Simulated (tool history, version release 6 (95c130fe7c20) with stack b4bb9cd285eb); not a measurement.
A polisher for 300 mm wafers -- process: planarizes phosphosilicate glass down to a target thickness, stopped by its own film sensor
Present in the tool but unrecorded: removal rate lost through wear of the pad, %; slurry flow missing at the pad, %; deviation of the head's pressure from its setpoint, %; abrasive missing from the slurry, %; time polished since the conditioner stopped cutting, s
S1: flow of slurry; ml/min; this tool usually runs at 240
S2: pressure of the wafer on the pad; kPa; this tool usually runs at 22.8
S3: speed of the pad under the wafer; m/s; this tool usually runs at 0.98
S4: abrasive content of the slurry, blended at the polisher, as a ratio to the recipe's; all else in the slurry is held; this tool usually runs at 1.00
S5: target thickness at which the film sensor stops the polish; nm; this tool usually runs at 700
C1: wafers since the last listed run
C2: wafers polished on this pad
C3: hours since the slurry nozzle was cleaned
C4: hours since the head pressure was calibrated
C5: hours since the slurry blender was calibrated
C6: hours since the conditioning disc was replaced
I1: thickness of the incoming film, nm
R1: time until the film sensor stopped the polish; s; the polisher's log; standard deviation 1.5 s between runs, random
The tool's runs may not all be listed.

Run 1, day 0.000: usual settings; C1 0; C2 665; C3 440.4; C4 1156.4; C5 274.8; C6 152.6; I1 1559.4. Result: R1 96.5 s.
Run 2, day 0.371: usual settings but S5 865 nm; C1 71; C2 736; C3 449.3; C4 1165.3; C5 283.7; C6 161.5; I1 1591.3. Result: R1 83.6 s.
Run 3, day 0.650: usual settings but S1 295 ml/min; C1 53; C2 790; C3 456.0; C4 1172.0; C5 290.4; C6 168.2; I1 1596.4. Result: R1 97.1 s.
Run 4, day 0.979: usual settings but S1 295 ml/min; C1 63; C2 853; C3 463.9; C4 1179.9; C5 298.3; C6 176.1; I1 1550.7. Result: R1 93.6 s.
Run 5, day 1.567: usual settings but S1 295 ml/min; C1 113; C2 966; C3 478.0; C4 1194.0; C5 312.4; C6 190.2; I1 1559.5. Result: R1 98.9 s.
At day 2.346: worn pad replaced by a new one.
Run 6, day 2.367: usual settings but S1 305 ml/min, S4 0.95; C1 121; C2 4; C3 497.2; C4 1213.2; C5 331.6; C6 209.4; I1 1575.9. Result: R1 99.5 s.
Run 7, day 2.867: usual settings but S1 305 ml/min, S4 0.95; C1 96; C2 100; C3 509.2; C4 1225.2; C5 343.6; C6 221.4; I1 1564.6. Result: R1 101.4 s.
At day 2.983: head pressure recalibrated.
At day 3.238: conditioning disc replaced and pad reconditioned.
Run 8, day 3.250: usual settings but S2 17.9 kPa; C1 41; C2 142; C3 518.4; C4 6.4; C5 352.8; C6 0.3; I1 1577.3. Result: R1 113.7 s.
At day 3.488: slurry nozzle cleaned.
Run 9, day 3.775: usual settings; C1 92; C2 235; C3 6.9; C4 19.0; C5 365.4; C6 12.9; I1 1599.9. Result: R1 94.2 s.
Run 10, day 4.317: usual settings; C1 104; C2 339; C3 19.9; C4 32.0; C5 378.4; C6 25.9; I1 1563.5. Result: R1 94.7 s.
Run 11, day 4.975: usual settings but S2 26.2 kPa, S3 1.10 m/s; C1 126; C2 466; C3 35.7; C4 47.8; C5 394.2; C6 41.7; I1 1613.8. Result: R1 79.0 s.
At day 5.346: slurry blender recalibrated.
Run 12, day 5.538: usual settings but S4 0.75, S5 818 nm; C1 92; C2 558; C3 49.2; C4 61.3; C5 4.6; C6 55.2; I1 1605.7. Result: R1 97.5 s.
Run 13, day 5.929: usual settings but S4 0.85; C1 75; C2 633; C3 58.6; C4 70.7; C5 14.0; C6 64.6; I1 1568.1. Result: R1 101.7 s.
Run 14, day 6.358: usual settings but S1 190 ml/min, S2 15.2 kPa; C1 82; C2 716; C3 68.9; C4 81.0; C5 24.3; C6 74.9; I1 1580.6. Result: R1 137.8 s.

For run 15, what comes out?
Run 15, day 6.612: usual settings but S1 175 ml/min, S5 969 nm; C1 48; C2 765; C3 75.0; C4 87.1; C5 30.4; C6 81.0; I1 1594.1. Result: R1 ?.

R1: 71.9 s
Had the tool carried no hidden state, the very same run would have given R1 70.0 s.
